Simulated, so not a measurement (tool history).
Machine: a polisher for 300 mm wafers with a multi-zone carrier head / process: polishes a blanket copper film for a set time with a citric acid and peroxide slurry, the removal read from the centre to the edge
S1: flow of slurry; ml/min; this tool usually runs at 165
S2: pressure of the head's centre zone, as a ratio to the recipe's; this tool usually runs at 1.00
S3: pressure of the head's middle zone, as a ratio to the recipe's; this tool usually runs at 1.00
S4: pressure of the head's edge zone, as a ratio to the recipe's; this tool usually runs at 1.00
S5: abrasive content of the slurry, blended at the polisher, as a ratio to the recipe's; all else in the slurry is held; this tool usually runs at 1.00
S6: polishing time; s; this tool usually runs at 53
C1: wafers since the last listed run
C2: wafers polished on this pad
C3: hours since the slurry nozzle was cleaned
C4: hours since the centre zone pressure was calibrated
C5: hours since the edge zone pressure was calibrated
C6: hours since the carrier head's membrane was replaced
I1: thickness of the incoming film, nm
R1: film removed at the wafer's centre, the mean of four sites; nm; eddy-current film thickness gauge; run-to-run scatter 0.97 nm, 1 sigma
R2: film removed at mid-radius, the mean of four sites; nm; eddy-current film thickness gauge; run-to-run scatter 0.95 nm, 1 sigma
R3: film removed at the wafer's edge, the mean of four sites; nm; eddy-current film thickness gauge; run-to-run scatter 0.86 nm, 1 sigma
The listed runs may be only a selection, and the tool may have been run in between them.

{"run": 1, "hour": 0.0, "S1": 165, "S2": 1.09, "S3": 0.92, "S4": 1.0, "S5": 1.0, "S6": 53, "C1": 0, "C2": 1757, "C3": 638.6, "C4": 304.5, "C5": 769.0, "C6": 1396.2, "I1": 870.7, "R1": 100.6, "R2": 90.7, "R3": 100.5}
{"hour": 16.0, "done": "centre zone pressure recalibrated"}
{"run": 2, "hour": 30.5, "S1": 165, "S2": 1.0, "S3": 0.9, "S4": 1.0, "S5": 1.25, "S6": 53, "C1": 341, "C2": 2099, "C3": 669.1, "C4": 14.5, "C5": 799.5, "C6": 1426.7, "I1": 873.7, "R1": 100.4, "R2": 93.7, "R3": 104.1}
{"hour": 50.5, "done": "edge zone pressure recalibrated"}
{"hour": 51.3, "done": "worn pad replaced by a new one"}
{"run": 3, "hour": 65.7, "S1": 165, "S2": 0.93, "S3": 1.06, "S4": 1.0, "S5": 1.0, "S6": 68, "C1": 388, "C2": 173, "C3": 704.3, "C4": 49.7, "C5": 15.2, "C6": 1461.9, "I1": 870.9, "R1": 124.4, "R2": 141.1, "R3": 136.4}
{"run": 4, "hour": 87.0, "S1": 165, "S2": 1.0, "S3": 0.96, "S4": 1.05, "S5": 1.0, "S6": 53, "C1": 255, "C2": 428, "C3": 725.6, "C4": 71.0, "C5": 36.5, "C6": 1483.2, "I1": 876.2, "R1": 102.8, "R2": 100.1, "R3": 108.6}
{"run": 5, "hour": 108.6, "S1": 165, "S2": 1.0, "S3": 1.0, "S4": 1.0, "S5": 1.0, "S6": 53, "C1": 259, "C2": 687, "C3": 747.2, "C4": 92.6, "C5": 58.1, "C6": 1504.8, "I1": 885.3, "R1": 100.1, "R2": 101.6, "R3": 103.4}
{"run": 6, "hour": 125.1, "S1": 165, "S2": 1.0, "S3": 0.93, "S4": 1.0, "S5": 1.0, "S6": 42, "C1": 197, "C2": 885, "C3": 763.7, "C4": 109.1, "C5": 74.6, "C6": 1521.3, "I1": 873.6, "R1": 78.9, "R2": 75.3, "R3": 82.2}
{"run": 7, "hour": 141.5, "S1": 165, "S2": 0.97, "S3": 1.0, "S4": 1.0, "S5": 1.0, "S6": 53, "C1": 196, "C2": 1082, "C3": 780.1, "C4": 125.5, "C5": 91.0, "C6": 1537.7, "I1": 870.1, "R1": 94.8, "R2": 101.4, "R3": 102.7}
{"run": 8, "hour": 161.0, "S1": 165, "S2": 1.12, "S3": 1.0, "S4": 1.0, "S5": 0.85, "S6": 41, "C1": 233, "C2": 1316, "C3": 799.6, "C4": 145.0, "C5": 110.5, "C6": 1557.2, "I1": 875.8, "R1": 81.0, "R2": 74.8, "R3": 75.5}
{"hour": 181.0, "done": "slurry nozzle cleaned"}
{"run": 9, "hour": 183.8, "S1": 165, "S2": 0.95, "S3": 1.0, "S4": 1.0, "S5": 1.0, "S6": 53, "C1": 261, "C2": 1577, "C3": 2.8, "C4": 167.8, "C5": 133.3, "C6": 1580.0, "I1": 874.3, "R1": 91.2, "R2": 98.6, "R3": 100.4}
{"run": 10, "hour": 213.4, "S1": 165, "S2": 1.0, "S3": 0.94, "S4": 1.11, "S5": 1.0, "S6": 62, "C1": 355, "C2": 1932, "C3": 32.4, "C4": 197.4, "C5": 162.9, "C6": 1609.6, "I1": 882.3, "R1": 110.4, "R2": 107.1, "R3": 121.0}
{"run": 11, "hour": 226.9, "S1": 165, "S2": 1.0, "S3": 1.0, "S4": 1.0, "S5": 1.0, "S6": 53, "C1": 161, "C2": 2094, "C3": 45.9, "C4": 210.9, "C5": 176.4, "C6": 1623.1, "I1": 853.9, "R1": 93.4, "R2": 96.7, "R3": 100.1}
{"hour": 238.6, "done": "worn pad replaced by a new one"}
{"hour": 246.6, "done": "carrier head's membrane replaced by a new one"}
{"run": 12, "hour": 262.3, "S1": 165, "S2": 1.0, "S3": 0.92, "S4": 1.0, "S5": 0.8, "S6": 53, "C1": 316, "C2": 224, "C3": 81.3, "C4": 246.3, "C5": 211.8, "C6": 15.7, "I1": 873.4, "R1": 92.3, "R2": 90.3, "R3": 100.0}
{"run": 13, "hour": 276.5, "S1": 165, "S2": 1.11, "S3": 1.0, "S4": 1.08, "S5": 0.85, "S6": 53, "C1": 170, "C2": 395, "C3": 95.5, "C4": 260.5, "C5": 226.0, "C6": 29.9, "I1": 857.7, "R1": 104.0, "R2": 98.4, "R3": 104.7}
{"run": 14, "hour": 296.2, "S1": 165, "S2": 1.0, "S3": 1.05, "S4": 1.1, "S5": 1.0, "S6": 35, "C1": 236, "C2": 631, "C3": 115.2, "C4": 280.2, "C5": 245.7, "C6": 49.6, "I1": 868.6, "R1": 63.3, "R2": 70.1, "R3": 72.5}

Forecast run 15:
{"run": 15, "hour": 311.3, "S1": 165, "S2": 1.0, "S3": 1.1, "S4": 1.0, "S5": 1.0, "S6": 71, "C1": 181, "C2": 812, "C3": 130.3, "C4": 295.3, "C5": 260.8, "C6": 64.7, "I1": 864.1, "R1": "?", "R2": "?", "R3": "?"}

{"run 15": {"R1": 126.6, "R2": 145.6, "R3": 137.5}}
If the tool had no hidden condition, the same run with the same run-to-run variation would have returned R1 141.1 nm, R2 152.3 nm, R3 143.8 nm.
